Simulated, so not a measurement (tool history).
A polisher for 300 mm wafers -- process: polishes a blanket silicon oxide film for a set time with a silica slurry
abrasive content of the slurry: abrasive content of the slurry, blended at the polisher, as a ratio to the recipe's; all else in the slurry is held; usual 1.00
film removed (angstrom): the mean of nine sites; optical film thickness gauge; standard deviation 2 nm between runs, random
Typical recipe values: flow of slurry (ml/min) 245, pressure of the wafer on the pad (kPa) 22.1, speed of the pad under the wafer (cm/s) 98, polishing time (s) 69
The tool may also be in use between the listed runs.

run,hour,flow of slurry (ml/min),pressure of the wafer on the pad (kPa),speed of the pad under the wafer (cm/s),abrasive content of the slurry,polishing time (s),"incoming thickness of the incoming film, nm",film removed (angstrom)
1,0.0,245,22.1,98,1.00,69,873.8,1601
2,13.4,245,22.1,98,1.00,69,852.9,1608
3,19.4,245,22.1,98,1.00,69,855.2,1598
4,35.7,245,22.1,98,1.00,69,875.6,1620
5,48.0,245,22.1,98,1.00,69,871.4,1594
6,64.7,245,22.1,98,1.00,69,877.2,1599
7,82.4,280,22.1,116,1.00,69,858.2,1836
8,97.4,210,26.2,98,1.00,59,862.1,1603
# hour 99.7: slurry nozzle cleaned
9,111.1,190,22.1,122,1.25,61,868.5,1707
10,118.0,245,22.1,98,1.20,69,873.4,1688
# hour 123.9: worn pad replaced by a new one
11,125.6,245,27.6,116,1.00,69,886.0,2252
12,178.1,245,19.3,98,1.20,69,883.1,1484
13,188.2,305,22.1,98,1.00,53,873.4,1242
14,204.4,320,22.1,88,1.25,53,862.5,1212
15,214.6,245,22.1,98,1.00,69,878.6,1585
16,226.8,245,16.5,122,1.00,69,865.0,1380
17,239.1,280,22.1,116,1.00,69,882.4,1758
# hour 245.6: slurry blender recalibrated
18,257.1,245,22.1,98,0.80,69,870.2,1474
19,289.5,245,22.1,120,1.00,82,867.6,2068
20,304.6,245,22.1,128,1.00,69,860.4,1841
# hour 319.3: worn pad replaced by a new one
21,319.8,325,22.1,98,1.00,55,863.4,1237
22,328.5,245,22.1,98,1.00,69,888.5,1530
23,336.9,165,22.1,98,1.00,80,873.1,1699

What will run 24 give?
24,346.4,245,28.3,98,1.00,85,871.0,?

{"run 24": {"film removed (angstrom)": 2368}}
Minus the tool's unlogged condition, the same run would have read film removed (angstrom) 2563.

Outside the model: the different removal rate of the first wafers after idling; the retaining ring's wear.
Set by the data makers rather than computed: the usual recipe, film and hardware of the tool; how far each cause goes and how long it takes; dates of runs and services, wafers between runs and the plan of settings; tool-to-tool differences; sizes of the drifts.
